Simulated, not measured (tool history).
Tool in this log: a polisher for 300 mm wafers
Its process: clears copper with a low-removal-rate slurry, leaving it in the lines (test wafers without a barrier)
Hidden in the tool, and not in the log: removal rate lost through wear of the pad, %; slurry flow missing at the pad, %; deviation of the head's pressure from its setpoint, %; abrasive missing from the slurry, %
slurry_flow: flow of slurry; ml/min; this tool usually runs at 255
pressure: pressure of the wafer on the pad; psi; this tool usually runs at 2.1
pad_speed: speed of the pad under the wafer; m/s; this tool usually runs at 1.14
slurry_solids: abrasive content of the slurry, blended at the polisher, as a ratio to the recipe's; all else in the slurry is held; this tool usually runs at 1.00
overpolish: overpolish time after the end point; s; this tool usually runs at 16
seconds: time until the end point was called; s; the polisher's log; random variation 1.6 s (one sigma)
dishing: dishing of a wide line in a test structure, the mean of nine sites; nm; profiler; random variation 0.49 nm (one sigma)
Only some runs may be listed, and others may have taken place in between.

| run | hour | slurry_flow | pressure | pad_speed | slurry_solids | overpolish | wafers since the last listed run | wafers polished on this pad | hours since the slurry nozzle was cleaned | hours since the head pressure was calibrated | hours since the slurry blender was calibrated | incoming thickness of the incoming film, nm | seconds | dishing |
|---|---|---|---|---|---|---|---|---|---|---|---|---|---|---|
| 1 | 0.0 | 255 | 1.8 | 1.14 | 1.00 | 16 | 0 | 1538 | 635.2 | 180.0 | 25.2 | 350.4 | 186.2 | 22.1 |
| 2 | 96.2 | 255 | 1.8 | 1.14 | 1.00 | 16 | 493 | 2032 | 731.4 | 276.2 | 121.4 | 340.2 | 185.2 | 22.7 |
|  | 100.8 | worn pad replaced by a new one |
|  | 148.3 | slurry nozzle cleaned |
| 3 | 170.0 | 255 | 1.8 | 1.14 | 1.00 | 16 | 352 | 349 | 21.7 | 350.0 | 195.2 | 340.7 | 186.1 | 22.0 |
| 4 | 219.7 | 255 | 2.1 | 1.14 | 1.00 | 16 | 254 | 604 | 71.4 | 399.7 | 244.9 | 347.3 | 163.8 | 25.7 |
|  | 241.2 | head pressure recalibrated |
| 5 | 289.5 | 255 | 2.1 | 1.14 | 1.00 | 16 | 347 | 952 | 141.2 | 48.3 | 314.7 | 340.1 | 162.7 | 24.9 |
| 6 | 381.7 | 255 | 2.1 | 1.14 | 1.00 | 16 | 472 | 1425 | 233.4 | 140.5 | 406.9 | 352.0 | 171.8 | 25.3 |
|  | 401.8 | slurry blender recalibrated |
| 7 | 466.4 | 255 | 2.1 | 1.14 | 1.00 | 19 | 424 | 1849 | 318.1 | 225.2 | 64.6 | 343.2 | 172.6 | 27.6 |
|  | 485.2 | worn pad replaced by a new one |
| 8 | 539.6 | 255 | 2.1 | 1.14 | 1.00 | 19 | 354 | 279 | 391.3 | 298.4 | 137.8 | 344.5 | 173.5 | 27.9 |
|  | 657.8 | head pressure recalibrated |
|  | 774.8 | slurry blender recalibrated, repeated, since the last time left the tool worse |
| 9 | 809.2 | 255 | 2.1 | 1.14 | 1.00 | 19 | 1362 | 1641 | 660.9 | 151.4 | 34.4 | 344.7 | 159.8 | 29.3 |
|  | 853.2 | worn pad replaced by a new one |
| 10 | 886.0 | 255 | 2.1 | 1.14 | 1.00 | 16 | 373 | 168 | 737.7 | 228.2 | 111.2 | 345.9 | 165.8 | 24.7 |
|  | 913.5 | slurry nozzle cleaned |
| 11 | 949.5 | 255 | 2.1 | 1.14 | 1.00 | 16 | 320 | 488 | 36.0 | 291.7 | 174.7 | 352.4 | 162.9 | 25.7 |
| 12 | 1033.8 | 335 | 1.9 | 1.32 | 1.00 | 10 | 432 | 921 | 120.3 | 376.0 | 259.0 | 340.7 | 155.7 | 17.8 |
|  | 1045.8 | head pressure recalibrated |
| 13 | 1112.5 | 255 | 2.6 | 1.40 | 1.00 | 22 | 393 | 1314 | 199.0 | 66.7 | 337.7 | 337.6 | 111.5 | 44.2 |
|  | 1176.6 | slurry blender recalibrated |
| 14 | 1219.7 | 255 | 2.1 | 1.14 | 1.00 | 16 | 539 | 1853 | 306.2 | 173.9 | 43.1 | 341.4 | 160.5 | 25.9 |
|  | 1224.5 | worn pad replaced by a new one |
| 15 | 1322.0 | 255 | 2.1 | 1.14 | 0.75 | 16 | 504 | 500 | 408.5 | 276.2 | 145.4 | 345.2 | 171.1 | 25.2 |
|  | 1405.7 | head pressure recalibrated |
| 16 | 1426.0 | 255 | 2.1 | 1.54 | 1.00 | 16 | 523 | 1023 | 512.5 | 20.3 | 249.4 | 342.3 | 124.8 | 31.6 |
| 17 | 1470.6 | 255 | 2.1 | 1.14 | 1.00 | 16 | 228 | 1252 | 557.1 | 64.9 | 294.0 | 344.0 | 161.7 | 25.7 |
| 18 | 1567.0 | 255 | 2.1 | 1.14 | 1.00 | 16 | 494 | 1746 | 653.5 | 161.3 | 390.4 | 346.4 | 167.7 | 24.8 |
|  | 1585.9 | slurry blender recalibrated |
|  | 1659.2 | worn pad replaced by a new one |
| 19 | 1663.8 | 280 | 2.1 | 1.52 | 1.00 | 8 | 465 | 23 | 750.3 | 258.1 | 77.9 | 346.0 | 125.7 | 17.2 |
|  | 1739.5 | slurry nozzle cleaned |
|  | 1818.6 | head pressure recalibrated |
| 20 | 1843.8 | 200 | 2.1 | 1.14 | 1.10 | 10 | 907 | 931 | 104.3 | 25.2 | 257.9 | 344.8 | 163.2 | 16.7 |
| 21 | 1943.8 | 255 | 2.1 | 0.90 | 1.00 | 16 | 512 | 1444 | 204.3 | 125.2 | 357.9 | 345.3 | 201.2 | 21.5 |
|  | 1946.4 | slurry blender recalibrated |
| 22 | 2000.3 | 185 | 2.1 | 1.14 | 1.00 | 21 | 279 | 1723 | 260.8 | 181.7 | 53.9 | 347.1 | 165.7 | 32.0 |

Alternative continuations, all from the tool just after run 22; predict every row:
| A | 2000.8 | 255 | 2.1 | 1.14 | 1.00 | 16 | 2 | 1726 | 261.3 | 182.2 | 54.4 | 342.7 | ? | ? |
| B | 2000.8 | 255 | 1.5 | 1.14 | 1.00 | 16 | 2 | 1726 | 261.3 | 182.2 | 54.4 | 342.7 | ? | ? |
| C | 2000.8 | 295 | 2.1 | 1.42 | 1.00 | 9 | 2 | 1726 | 261.3 | 182.2 | 54.4 | 342.7 | ? | ? |

| run | seconds | dishing |
|---|---|---|
| A | 161.4 | 25.7 |
| B | 223.6 | 19.0 |
| C | 133.3 | 18.3 |
Had the tool no hidden state, the same runs would have come out as:
| run | seconds | dishing |
|---|---|---|
| A | 161.2 | 25.7 |
| B | 223.4 | 19.0 |
| C | 133.2 | 18.3 |
